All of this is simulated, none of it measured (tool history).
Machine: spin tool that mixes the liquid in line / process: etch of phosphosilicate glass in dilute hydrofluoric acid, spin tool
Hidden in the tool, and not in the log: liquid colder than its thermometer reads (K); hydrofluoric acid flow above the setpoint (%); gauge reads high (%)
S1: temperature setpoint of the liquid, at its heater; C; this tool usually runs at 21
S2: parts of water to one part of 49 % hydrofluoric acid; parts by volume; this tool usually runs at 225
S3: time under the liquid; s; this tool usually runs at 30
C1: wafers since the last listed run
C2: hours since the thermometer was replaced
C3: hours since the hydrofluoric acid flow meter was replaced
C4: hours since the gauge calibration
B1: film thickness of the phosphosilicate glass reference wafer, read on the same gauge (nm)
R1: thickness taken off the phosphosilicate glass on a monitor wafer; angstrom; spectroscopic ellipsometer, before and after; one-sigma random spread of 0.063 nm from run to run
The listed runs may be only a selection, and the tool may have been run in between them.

run 1 hour=0 | S1=21 S2=270 S3=30 | C1=0 C2=2337.3 C3=1506.3 C4=290.5 | B1=100 | R1=99.5
run 2 hour=17.4 | S1=21 S2=270 S3=30 | C1=297 C2=2354.7 C3=1523.7 C4=307.9 | B1=99.99 | R1=98.8
run 3 hour=25.6 | S1=21 S2=225 S3=30 | C1=140 C2=2362.9 C3=1531.9 C4=316.1 | B1=99.99 | R1=123.9
run 4 hour=34.8 | S1=21 S2=225 S3=30 | C1=157 C2=2372.1 C3=1541.1 C4=325.3 | B1=100 | R1=124
run 5 hour=51.1 | S1=21 S2=225 S3=30 | C1=278 C2=2388.4 C3=1557.4 C4=341.6 | B1=99.97 | R1=123.1
run 6 hour=58.1 | S1=21 S2=225 S3=30 | C1=119 C2=2395.4 C3=1564.4 C4=348.6 | B1=99.99 | R1=123.6
run 7 hour=84.9 | S1=21 S2=225 S3=30 | C1=458 C2=2422.2 C3=1591.2 C4=375.4 | B1=99.98 | R1=122.8
run 8 hour=98.8 | S1=21 S2=225 S3=30 | C1=237 C2=2436.1 C3=1605.1 C4=389.3 | B1=99.98 | R1=123.5
-- hour=103.8 thermometer replaced
run 9 hour=105.3 | S1=21 S2=315 S3=30 | C1=94 C2=1.5 C3=1611.6 C4=395.8 | B1=99.98 | R1=89.2
run 10 hour=111.3 | S1=21 S2=225 S3=30 | C1=102 C2=7.5 C3=1617.6 C4=401.8 | B1=99.97 | R1=136.8
run 11 hour=122.4 | S1=22.5 S2=160 S3=30 | C1=189 C2=18.6 C3=1628.7 C4=412.9 | B1=100.03 | R1=216.8
run 12 hour=134.1 | S1=19 S2=270 S3=45 | C1=200 C2=30.3 C3=1640.4 C4=424.6 | B1=99.96 | R1=151.6
run 13 hour=149.3 | S1=24 S2=295 S3=30 | C1=260 C2=45.5 C3=1655.6 C4=439.8 | B1=100.04 | R1=108.6
run 14 hour=157.6 | S1=21 S2=225 S3=20 | C1=142 C2=53.8 C3=1663.9 C4=448.1 | B1=100.01 | R1=90
run 15 hour=166.9 | S1=21 S2=195 S3=25 | C1=159 C2=63.1 C3=1673.2 C4=457.4 | B1=100.03 | R1=135.4
-- hour=170.1 gauge calibrated
run 16 hour=177.5 | S1=21 S2=160 S3=50 | C1=181 C2=73.7 C3=1683.8 C4=7.4 | B1=100.01 | R1=337.8
run 17 hour=186.7 | S1=18 S2=330 S3=35 | C1=157 C2=82.9 C3=1693 C4=16.6 | B1=100.01 | R1=87.1
run 18 hour=199.5 | S1=17 S2=160 S3=30 | C1=219 C2=95.7 C3=1705.8 C4=29.4 | B1=100.03 | R1=173.8
run 19 hour=213.6 | S1=21 S2=150 S3=20 | C1=241 C2=109.8 C3=1719.9 C4=43.5 | B1=99.99 | R1=146.1
run 20 hour=222.5 | S1=21 S2=225 S3=30 | C1=152 C2=118.7 C3=1728.8 C4=52.4 | B1=100 | R1=136.7
run 21 hour=231.5 | S1=18.5 S2=120 S3=45 | C1=153 C2=127.7 C3=1737.8 C4=61.4 | B1=100 | R1=380.8
run 22 hour=247.8 | S1=24 S2=295 S3=50 | C1=278 C2=144 C3=1754.1 C4=77.7 | B1=100.01 | R1=180.2
-- hour=249.8 hydrofluoric acid flow meter replaced
run 23 hour=259.8 | S1=21 S2=225 S3=30 | C1=188 C2=156 C3=10 C4=89.7 | B1=100 | R1=136
run 24 hour=267.7 | S1=21 S2=225 S3=30 | C1=135 C2=163.9 C3=17.9 C4=97.6 | B1=100.02 | R1=135.5
run 25 hour=279.5 | S1=21 S2=225 S3=15 | C1=201 C2=175.7 C3=29.7 C4=109.4 | B1=100.01 | R1=67.6
run 26 hour=285.7 | S1=18 S2=225 S3=40 | C1=106 C2=181.9 C3=35.9 C4=115.6 | B1=100.03 | R1=159.6
run 27 hour=296.6 | S1=23.5 S2=225 S3=30 | C1=186 C2=192.8 C3=46.8 C4=126.5 | B1=99.96 | R1=148.4
run 28 hour=311.6 | S1=21 S2=145 S3=30 | C1=256 C2=207.8 C3=61.8 C4=141.5 | B1=100.01 | R1=227.9
run 29 hour=327.1 | S1=21 S2=225 S3=30 | C1=265 C2=223.3 C3=77.3 C4=157 | B1=99.98 | R1=134.2
run 30 hour=340.5 | S1=21 S2=225 S3=30 | C1=229 C2=236.7 C3=90.7 C4=170.4 | B1=100.04 | R1=133.6
run 31 hour=354.8 | S1=23 S2=185 S3=15 | C1=244 C2=251 C3=105 C4=184.7 | B1=99.97 | R1=92.2
run 32 hour=372.5 | S1=17 S2=225 S3=30 | C1=302 C2=268.7 C3=122.7 C4=202.4 | B1=100 | R1=115

What was the tool's hidden state at every run in the log?
hydrofluoric acid flow above the setpoint (%): 0 across all the runs
gauge reads high (%): 0 across all the runs
H1: liquid colder than its thermometer reads (K)
run=1 H1=2.86
run=2 H1=2.88
run=3 H1=2.88
run=4 H1=2.9
run=5 H1=2.91
run=6 H1=2.92
run=7 H1=2.95
run=8 H1=2.97
run=9 H1=0.378
run=10 H1=0.385
run=11 H1=0.397
run=12 H1=0.411
run=13 H1=0.428
run=14 H1=0.437
run=15 H1=0.447
run=16 H1=0.459
run=17 H1=0.47
run=18 H1=0.484
run=19 H1=0.5
run=20 H1=0.51
run=21 H1=0.52
run=22 H1=0.538
run=23 H1=0.552
run=24 H1=0.56
run=25 H1=0.574
run=26 H1=0.581
run=27 H1=0.593
run=28 H1=0.61
run=29 H1=0.627
run=30 H1=0.642
run=31 H1=0.658
run=32 H1=0.678
